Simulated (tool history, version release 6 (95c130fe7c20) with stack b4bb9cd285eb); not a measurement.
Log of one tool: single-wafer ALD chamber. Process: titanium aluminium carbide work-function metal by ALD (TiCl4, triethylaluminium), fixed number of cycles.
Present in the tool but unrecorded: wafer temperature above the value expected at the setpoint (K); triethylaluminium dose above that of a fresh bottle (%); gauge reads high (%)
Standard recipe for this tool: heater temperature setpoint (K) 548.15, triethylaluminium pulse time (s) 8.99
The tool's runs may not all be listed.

run   hour  heater temperature setpoint (K)  triethylaluminium pulse time (s)  wafers since the last listed run  hours since the last thermocouple change  hours since the last triethylaluminium bottle change  hours since the showerhead was replaced  hours since the gauge calibration  read-back reference wafer on the same gauge, thickness_nm  mean film thickness on the monitor wafer (Å)
  1    0.0                           548.15                              8.99                                 0                                    2264.5                                                 924.7                                   4067.1                              544.2                                                      2.089                                         18.47
      11.8  -- showerhead replaced
  2   22.9                           548.15                              8.99                               161                                    2287.4                                                 947.6                                     11.1                              567.1                                                      2.090                                         18.57
  3   39.2                           548.15                              8.99                               176                                    2303.7                                                 963.9                                     27.4                              583.4                                                      2.090                                         18.44
  4   69.6                           548.15                              8.99                               329                                    2334.1                                                 994.3                                     57.8                              613.8                                                      2.089                                         18.55
      88.6  -- thermocouple changed; heater temperature recalibrated
  5   89.1                           548.15                              8.99                               124                                       0.5                                                1013.8                                     77.3                              633.3                                                      2.090                                         18.46
  6   99.6                           556.15                             11.10                               113                                      11.0                                                1024.3                                     87.8                              643.8                                                      2.089                                         19.78
  7  131.0                           548.15                              8.99                               340                                      42.4                                                1055.7                                    119.2                              675.2                                                      2.093                                         18.25
  8  155.1                           548.15                              8.99                               261                                      66.5                                                1079.8                                    143.3                              699.3                                                      2.094                                         18.44
  9  177.1                           548.15                              8.99                               238                                      88.5                                                1101.8                                    165.3                              721.3                                                      2.086                                         18.34
 10  200.6                           548.15                              8.99                               254                                     112.0                                                1125.3                                    188.8                              744.8                                                      2.089                                         18.46
 11  230.1                           560.15                              8.08                               320                                     141.5                                                1154.8                                    218.3                              774.3                                                      2.091                                         18.89
 12  250.8                           552.15                             11.16                               224                                     162.2                                                1175.5                                    239.0                              795.0                                                      2.092                                         19.43
 13  344.2                           534.15                              6.28                              1013                                     255.6                                                1268.9                                    332.4                              888.4                                                      2.088                                         15.63
 14  357.6                           552.15                              8.99                               145                                     269.0                                                1282.3                                    345.8                              901.8                                                      2.091                                         18.57
 15  378.5                           561.15                              6.18                               226                                     289.9                                                1303.2                                    366.7                              922.7                                                      2.091                                         17.26
 16  409.2                           548.15                              6.60                               333                                     320.6                                                1333.9                                    397.4                              953.4                                                      2.089                                         16.56
     421.9  -- triethylaluminium bottle replaced
 17  423.3                           548.15                              7.19                                66                                     334.7                                                   1.4                                    411.5                              967.5                                                      2.091                                         18.13
     431.6  -- gauge calibrated
 18  452.5                           553.15                              8.99                               316                                     363.9                                                  30.6                                    440.7                               20.9                                                      2.086                                         19.28
 19  465.7                           560.15                              8.99                               143                                     377.1                                                  43.8                                    453.9                               34.1                                                      2.090                                         19.74
 20  501.4                           559.15                              7.12                               387                                     412.8                                                  79.5                                    489.6                               69.8                                                      2.089                                         19.01
 21  530.9                           535.15                             11.46                               320                                     442.3                                                 109.0                                    519.1                               99.3                                                      2.088                                         18.38
 22  565.2                           548.15                              8.99                               372                                     476.6                                                 143.3                                    553.4                              133.6                                                      2.089                                         18.92
 23  581.0                           548.15                              8.99                               171                                     492.4                                                 159.1                                    569.2                              149.4                                                      2.087                                         18.82
 24  593.4                           548.15                              8.99                               134                                     504.8                                                 171.5                                    581.6                              161.8                                                      2.090                                         18.90
 25  629.3                           541.15                             10.16                               389                                     540.7                                                 207.4                                    617.5                              197.7                                                      2.092                                         18.57
 26  664.6                           548.15                             12.34                               382                                     576.0                                                 242.7                                    652.8                              233.0                                                      2.088                                         19.54
 27  687.5                           548.15                              8.99                               248                                     598.9                                                 265.6                                    675.7                              255.9                                                      2.091                                         18.93
 28  715.0                           548.15                              8.99                               298                                     626.4                                                 293.1                                    703.2                              283.4                                                      2.088                                         18.93
 29  727.3                           548.15                              8.99                               133                                     638.7                                                 305.4                                    715.5                              295.7                                                      2.090                                         18.69
 30  749.6                           535.15                              6.22                               241                                     661.0                                                 327.7                                    737.8                              318.0                                                      2.090                                         16.51
 31  764.8                           537.15                              7.44                               164                                     676.2                                                 342.9                                    753.0                              333.2                                                      2.089                                         17.46
 32  777.7                           541.15                              7.38                               139                                     689.1                                                 355.8                                    765.9                              346.1                                                      2.088                                         17.50

A few steps of mean film thickness on the monitor wafer (Å) between consecutive runs. Split each: what settings, incoming material and random variation would produce without the hidden state, and what is left over for the hidden state, along with gauge scatter present in only one of the two compared results (measured, and without hidden state):
Run 12 -> 13: heater temperature setpoint (K) 552.15 -> 534.15, triethylaluminium pulse time (s) 11.16 -> 6.28. mean film thickness on the monitor wafer (Å) -3.80: hidden state -0.62, all else -3.18.
Run 13 -> 14: heater temperature setpoint (K) 534.15 -> 552.15, triethylaluminium pulse time (s) 6.28 -> 8.99. mean film thickness on the monitor wafer (Å) +2.94: hidden state +0.30, all else +2.64.
Run 14 -> 15: heater temperature setpoint (K) 552.15 -> 561.15, triethylaluminium pulse time (s) 8.99 -> 6.18. mean film thickness on the monitor wafer (Å) -1.31: hidden state -0.50, all else -0.81.
Run 16 -> 17: triethylaluminium pulse time (s) 6.60 -> 7.19, triethylaluminium bottle replaced. mean film thickness on the monitor wafer (Å) +1.57: hidden state +1.05, all else +0.52.
Run 29 -> 30: heater temperature setpoint (K) 548.15 -> 535.15, triethylaluminium pulse time (s) 8.99 -> 6.22. mean film thickness on the monitor wafer (Å) -2.18: hidden state -0.03, all else -2.15.
